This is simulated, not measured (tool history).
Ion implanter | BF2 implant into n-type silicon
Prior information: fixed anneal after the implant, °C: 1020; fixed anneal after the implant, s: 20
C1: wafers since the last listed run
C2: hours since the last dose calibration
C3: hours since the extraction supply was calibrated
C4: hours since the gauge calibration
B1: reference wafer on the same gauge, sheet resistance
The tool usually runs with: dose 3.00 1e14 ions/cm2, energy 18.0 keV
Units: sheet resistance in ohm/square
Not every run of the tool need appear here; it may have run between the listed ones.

Run 1, hour 0.0: usual settings but energy 22.5 keV; C1 0; C2 930.0; C3 4935.9; C4 585.2; B1 375.94. Result: sheet resistance 413.88 ohm/square.
Run 2, hour 81.5: usual settings; C1 1388; C2 1011.5; C3 5017.4; C4 666.7; B1 376.33. Result: sheet resistance 424.81 ohm/square.
At hour 125.5: Faraday cup replaced and dose calibrated.
Run 3, hour 133.6: usual settings; C1 751; C2 8.1; C3 5069.5; C4 718.8; B1 375.78. Result: sheet resistance 440.26 ohm/square.
Run 4, hour 183.5: usual settings; C1 849; C2 58.0; C3 5119.4; C4 768.7; B1 376.00. Result: sheet resistance 436.66 ohm/square.
Run 5, hour 357.5: usual settings; C1 2963; C2 232.0; C3 5293.4; C4 942.7; B1 376.13. Result: sheet resistance 433.13 ohm/square.
Run 6, hour 395.2: usual settings; C1 642; C2 269.7; C3 5331.1; C4 980.4; B1 375.95. Result: sheet resistance 433.48 ohm/square.
Run 7, hour 500.5: usual settings; C1 1793; C2 375.0; C3 5436.4; C4 1085.7; B1 375.99. Result: sheet resistance 426.50 ohm/square.
Run 8, hour 549.5: usual settings; C1 834; C2 424.0; C3 5485.4; C4 1134.7; B1 376.14. Result: sheet resistance 427.63 ohm/square.
At hour 553.1: gauge calibrated.
At hour 611.0: extraction supply calibrated.
Run 9, hour 654.3: usual settings; C1 1648; C2 528.8; C3 43.3; C4 101.2; B1 376.03. Result: sheet resistance 427.38 ohm/square.
Run 10, hour 747.0: usual settings; C1 1578; C2 621.5; C3 136.0; C4 193.9; B1 375.91. Result: sheet resistance 426.02 ohm/square.
Run 11, hour 870.6: usual settings; C1 2105; C2 745.1; C3 259.6; C4 317.5; B1 376.14. Result: sheet resistance 426.79 ohm/square.
Run 12, hour 912.6: usual settings but dose 2.56 1e14 ions/cm2, energy 21.0 keV; C1 715; C2 787.1; C3 301.6; C4 359.5; B1 375.95. Result: sheet resistance 478.03 ohm/square.
Run 13, hour 994.6: usual settings; C1 1396; C2 869.1; C3 383.6; C4 441.5; B1 376.16. Result: sheet resistance 427.23 ohm/square.
Run 14, hour 1081.2: usual settings; C1 1475; C2 955.7; C3 470.2; C4 528.1; B1 375.77. Result: sheet resistance 423.86 ohm/square.
Run 15, hour 1140.6: usual settings but dose 3.29 1e14 ions/cm2; C1 1011; C2 1015.1; C3 529.6; C4 587.5; B1 376.05. Result: sheet resistance 393.95 ohm/square.
At hour 1196.3: Faraday cup replaced and dose calibrated.
Run 16, hour 1205.9: usual settings but dose 3.60 1e14 ions/cm2, energy 16.0 keV; C1 975; C2 9.6; C3 594.9; C4 652.8; B1 376.01. Result: sheet resistance 385.70 ohm/square.
Run 17, hour 1261.8: usual settings; C1 952; C2 65.5; C3 650.8; C4 708.7; B1 375.94. Result: sheet resistance 435.67 ohm/square.
Run 18, hour 1300.5: usual settings but dose 2.36 1e14 ions/cm2, energy 20.5 keV; C1 659; C2 104.2; C3 689.5; C4 747.4; B1 376.05. Result: sheet resistance 524.56 ohm/square.
Run 19, hour 1390.4: usual settings but dose 3.42 1e14 ions/cm2, energy 22.0 keV; C1 1531; C2 194.1; C3 779.4; C4 837.3; B1 375.93. Result: sheet resistance 379.83 ohm/square.
At hour 1464.8: gauge calibrated.
Run 20, hour 1469.0: usual settings but dose 3.71 1e14 ions/cm2, energy 13.0 keV; C1 1338; C2 272.7; C3 858.0; C4 4.2; B1 375.87. Result: sheet resistance 383.05 ohm/square.
Run 21, hour 1505.7: usual settings but energy 16.0 keV; C1 625; C2 309.4; C3 894.7; C4 40.9; B1 375.93. Result: sheet resistance 437.76 ohm/square.
Run 22, hour 1565.3: usual settings; C1 1015; C2 369.0; C3 954.3; C4 100.5; B1 376.08. Result: sheet resistance 430.04 ohm/square.

Here are 4 independent what-if runs from the current tool condition. What would each one return?
Run A, hour 1565.7: usual settings; C1 6; C2 369.4; C3 954.7; C4 100.9; B1 ?. Result: sheet resistance ?.
Run B, hour 1565.7: usual settings but dose 2.23 1e14 ions/cm2, energy 24.0 keV; C1 6; C2 369.4; C3 954.7; C4 100.9; B1 ?. Result: sheet resistance ?.
Run C, hour 1565.7: usual settings but dose 3.43 1e14 ions/cm2, energy 20.0 keV; C1 6; C2 369.4; C3 954.7; C4 100.9; B1 ?. Result: sheet resistance ?.
Run D, hour 1565.7: usual settings but energy 21.5 keV; C1 6; C2 369.4; C3 954.7; C4 100.9; B1 ?. Result: sheet resistance ?.

run      B1  sheet resistance
  A  376.16            429.65
  B  376.16            536.36
  C  376.16            380.37
  D  376.16            421.69
Had the tool no hidden state, the same runs would have come out as:
run  sheet resistance
  A            439.77
  B            549.34
  C            389.26
  D            431.82

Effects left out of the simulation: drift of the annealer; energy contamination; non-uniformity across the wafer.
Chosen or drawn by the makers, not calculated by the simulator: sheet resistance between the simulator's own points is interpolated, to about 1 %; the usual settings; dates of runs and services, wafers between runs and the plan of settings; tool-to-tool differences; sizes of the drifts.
